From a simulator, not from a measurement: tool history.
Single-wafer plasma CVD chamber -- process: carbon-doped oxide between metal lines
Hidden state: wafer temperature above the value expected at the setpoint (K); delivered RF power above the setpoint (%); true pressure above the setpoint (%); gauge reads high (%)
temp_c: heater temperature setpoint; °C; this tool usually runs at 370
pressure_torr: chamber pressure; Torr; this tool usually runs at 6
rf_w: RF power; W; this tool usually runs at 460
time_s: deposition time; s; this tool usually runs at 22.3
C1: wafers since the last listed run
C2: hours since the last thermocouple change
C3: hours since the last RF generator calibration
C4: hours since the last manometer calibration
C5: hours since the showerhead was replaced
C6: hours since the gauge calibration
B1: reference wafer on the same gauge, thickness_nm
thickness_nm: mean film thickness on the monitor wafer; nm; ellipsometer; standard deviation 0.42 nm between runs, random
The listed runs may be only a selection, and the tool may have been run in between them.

{"run": 1, "day": 0.0, "temp_c": 370, "pressure_torr": 6, "rf_w": 460, "time_s": 22.3, "C1": 0, "C2": 1217.1, "C3": 391.5, "C4": 443.8, "C5": 5071.4, "C6": 628.9, "B1": 109.092, "thickness_nm": 105.481}
{"run": 2, "day": 2.95, "temp_c": 370, "pressure_torr": 6, "rf_w": 460, "time_s": 22.3, "C1": 1758, "C2": 1287.9, "C3": 462.3, "C4": 514.6, "C5": 5142.2, "C6": 699.7, "B1": 108.955, "thickness_nm": 106.344}
{"run": 3, "day": 4.638, "temp_c": 370, "pressure_torr": 6, "rf_w": 460, "time_s": 24.2, "C1": 1005, "C2": 1328.4, "C3": 502.8, "C4": 555.1, "C5": 5182.7, "C6": 740.2, "B1": 109.047, "thickness_nm": 116.005}
{"run": 4, "day": 6.421, "temp_c": 370, "pressure_torr": 6, "rf_w": 460, "time_s": 22.3, "C1": 1062, "C2": 1371.2, "C3": 545.6, "C4": 597.9, "C5": 5225.5, "C6": 783, "B1": 109.015, "thickness_nm": 106.251}
{"run": 5, "day": 10.233, "temp_c": 370, "pressure_torr": 6, "rf_w": 460, "time_s": 22.3, "C1": 2272, "C2": 1462.7, "C3": 637.1, "C4": 689.4, "C5": 5317, "C6": 874.5, "B1": 109.027, "thickness_nm": 105.65}
{"run": 6, "day": 12.1, "temp_c": 370, "pressure_torr": 6, "rf_w": 460, "time_s": 22.3, "C1": 1112, "C2": 1507.5, "C3": 681.9, "C4": 734.2, "C5": 5361.8, "C6": 919.3, "B1": 108.977, "thickness_nm": 105.71}
{"run": 7, "day": 14.579, "temp_c": 370, "pressure_torr": 6, "rf_w": 460, "time_s": 22.3, "C1": 1477, "C2": 1567, "C3": 741.4, "C4": 793.7, "C5": 5421.3, "C6": 978.8, "B1": 108.954, "thickness_nm": 106.22}
{"run": 8, "day": 18.746, "temp_c": 370, "pressure_torr": 6, "rf_w": 515, "time_s": 25.4, "C1": 2483, "C2": 1667, "C3": 841.4, "C4": 893.7, "C5": 5521.3, "C6": 1078.8, "B1": 108.918, "thickness_nm": 134.055}
{"run": 9, "day": 22.929, "temp_c": 370, "pressure_torr": 6, "rf_w": 515, "time_s": 25.4, "C1": 2493, "C2": 1767.4, "C3": 941.8, "C4": 994.1, "C5": 5621.7, "C6": 1179.2, "B1": 108.927, "thickness_nm": 133.067}
{"run": 10, "day": 26.362, "temp_c": 370, "pressure_torr": 6, "rf_w": 460, "time_s": 22.3, "C1": 2046, "C2": 1849.8, "C3": 1024.2, "C4": 1076.5, "C5": 5704.1, "C6": 1261.6, "B1": 109.01, "thickness_nm": 106.424}
{"run": 11, "day": 28.758, "temp_c": 370, "pressure_torr": 6, "rf_w": 460, "time_s": 22.3, "C1": 1427, "C2": 1907.3, "C3": 1081.7, "C4": 1134, "C5": 5761.6, "C6": 1319.1, "B1": 109.023, "thickness_nm": 105.122}
{"run": 12, "day": 30.421, "temp_c": 370, "pressure_torr": 6, "rf_w": 460, "time_s": 22.3, "C1": 990, "C2": 1947.2, "C3": 1121.6, "C4": 1173.9, "C5": 5801.5, "C6": 1359, "B1": 108.893, "thickness_nm": 105.629}
{"day": 32.975, "done": "gauge calibrated"}
{"run": 13, "day": 33.392, "temp_c": 370, "pressure_torr": 7.09, "rf_w": 460, "time_s": 22.3, "C1": 1770, "C2": 2018.5, "C3": 1192.9, "C4": 1245.2, "C5": 5872.8, "C6": 10, "B1": 109.079, "thickness_nm": 106.921}
{"day": 35.112, "done": "RF generator calibrated"}
{"day": 36.954, "done": "capacitance manometer re-zeroed and calibrated"}
{"run": 14, "day": 36.975, "temp_c": 359, "pressure_torr": 7.23, "rf_w": 460, "time_s": 25.3, "C1": 1738, "C2": 2104.5, "C3": 44.7, "C4": 0.5, "C5": 5958.8, "C6": 96, "B1": 108.894, "thickness_nm": 124.548}
{"run": 15, "day": 40.988, "temp_c": 370, "pressure_torr": 6, "rf_w": 460, "time_s": 26, "C1": 2391, "C2": 2200.8, "C3": 141, "C4": 96.8, "C5": 6055.1, "C6": 192.3, "B1": 109.088, "thickness_nm": 123.115}
{"run": 16, "day": 45.329, "temp_c": 370, "pressure_torr": 6, "rf_w": 460, "time_s": 20.8, "C1": 2587, "C2": 2305, "C3": 245.2, "C4": 201, "C5": 6159.3, "C6": 296.5, "B1": 109, "thickness_nm": 98.435}
{"run": 17, "day": 47.875, "temp_c": 384, "pressure_torr": 6, "rf_w": 530, "time_s": 22.3, "C1": 1517, "C2": 2366.1, "C3": 306.3, "C4": 262.1, "C5": 6220.4, "C6": 357.6, "B1": 108.935, "thickness_nm": 115.193}
{"run": 18, "day": 49.425, "temp_c": 382, "pressure_torr": 6, "rf_w": 530, "time_s": 23.7, "C1": 923, "C2": 2403.3, "C3": 343.5, "C4": 299.3, "C5": 6257.6, "C6": 394.8, "B1": 108.941, "thickness_nm": 122.401}
{"run": 19, "day": 52.492, "temp_c": 365, "pressure_torr": 6.96, "rf_w": 385, "time_s": 19.5, "C1": 1827, "C2": 2476.9, "C3": 417.1, "C4": 372.9, "C5": 6331.2, "C6": 468.4, "B1": 108.91, "thickness_nm": 77.869}
{"day": 53.167, "done": "showerhead replaced"}
{"run": 20, "day": 54.9, "temp_c": 384, "pressure_torr": 7.4, "rf_w": 375, "time_s": 22.3, "C1": 1236, "C2": 2534.7, "C3": 474.9, "C4": 430.7, "C5": 41.6, "C6": 526.2, "B1": 109.072, "thickness_nm": 82.275}
{"run": 21, "day": 58.533, "temp_c": 362, "pressure_torr": 4.94, "rf_w": 490, "time_s": 25, "C1": 2165, "C2": 2621.9, "C3": 562.1, "C4": 517.9, "C5": 128.8, "C6": 613.4, "B1": 109.034, "thickness_nm": 123.931}
{"run": 22, "day": 62.679, "temp_c": 370, "pressure_torr": 6, "rf_w": 550, "time_s": 23.5, "C1": 2470, "C2": 2721.4, "C3": 661.6, "C4": 617.4, "C5": 228.3, "C6": 712.9, "B1": 109.081, "thickness_nm": 128.712}
{"run": 23, "day": 64.708, "temp_c": 370, "pressure_torr": 6, "rf_w": 460, "time_s": 22.3, "C1": 1209, "C2": 2770.1, "C3": 710.3, "C4": 666.1, "C5": 277, "C6": 761.6, "B1": 108.892, "thickness_nm": 105.447}
{"day": 66.796, "done": "thermocouple changed; heater temperature recalibrated"}
{"run": 24, "day": 68.483, "temp_c": 370, "pressure_torr": 6.88, "rf_w": 460, "time_s": 22.3, "C1": 2051, "C2": 40.5, "C3": 800.9, "C4": 756.7, "C5": 367.6, "C6": 852.2, "B1": 109.144, "thickness_nm": 107.646}
{"run": 25, "day": 72.862, "temp_c": 370, "pressure_torr": 6, "rf_w": 460, "time_s": 22.3, "C1": 2609, "C2": 145.6, "C3": 906, "C4": 861.8, "C5": 472.7, "C6": 957.3, "B1": 108.969, "thickness_nm": 106.696}
{"run": 26, "day": 76.842, "temp_c": 377, "pressure_torr": 5.55, "rf_w": 500, "time_s": 20.4, "C1": 2371, "C2": 241.1, "C3": 1001.5, "C4": 957.3, "C5": 568.2, "C6": 1052.8, "B1": 109.001, "thickness_nm": 102.766}
{"run": 27, "day": 78.342, "temp_c": 370, "pressure_torr": 6, "rf_w": 460, "time_s": 22.3, "C1": 893, "C2": 277.1, "C3": 1037.5, "C4": 993.3, "C5": 604.2, "C6": 1088.8, "B1": 109.137, "thickness_nm": 106.531}
{"run": 28, "day": 87.258, "temp_c": 370, "pressure_torr": 6, "rf_w": 460, "time_s": 26, "C1": 5313, "C2": 491.1, "C3": 1251.5, "C4": 1207.3, "C5": 818.2, "C6": 1302.8, "B1": 108.982, "thickness_nm": 124.225}
{"day": 87.988, "done": "RF generator calibrated"}
{"run": 29, "day": 90.446, "temp_c": 370, "pressure_torr": 6, "rf_w": 460, "time_s": 22.3, "C1": 1700, "C2": 567.6, "C3": 59, "C4": 1283.8, "C5": 894.7, "C6": 1379.3, "B1": 108.925, "thickness_nm": 106.906}

Hidden state at the last listed run before each entry between runs and at the first one after, where it differs:
Logged between run 12 and run 13: gauge calibrated (day 32.975)
  wafer temperature above the value expected at the setpoint (K): 3.15 -> 3.4
  the result without the hidden state subtracted from the measured one, thickness_nm: -0.839 -> -0.916 nm
Logged between run 13 and run 14: RF generator calibrated (day 35.112); capacitance manometer re-zeroed and calibrated (day 36.954)
  wafer temperature above the value expected at the setpoint (K): 3.4 -> 3.71
  the result without the hidden state subtracted from the measured one, thickness_nm: -0.916 -> -1.367 nm
Logged between run 19 and run 20: showerhead replaced (day 53.167)
  wafer temperature above the value expected at the setpoint (K): 5.19 -> 5.45
  the result without the hidden state subtracted from the measured one, thickness_nm: -1.118 -> -0.976 nm
Logged between run 23 and run 24: thermocouple changed; heater temperature recalibrated (day 66.796)
  wafer temperature above the value expected at the setpoint (K): 6.53 -> 0.208
  the result without the hidden state subtracted from the measured one, thickness_nm: -1.735 -> -0.057 nm
Logged between run 28 and run 29: RF generator calibrated (day 87.988)
  wafer temperature above the value expected at the setpoint (K): 0.417 -> 0.488
  the result without the hidden state subtracted from the measured one, thickness_nm: -0.131 -> -0.132 nm
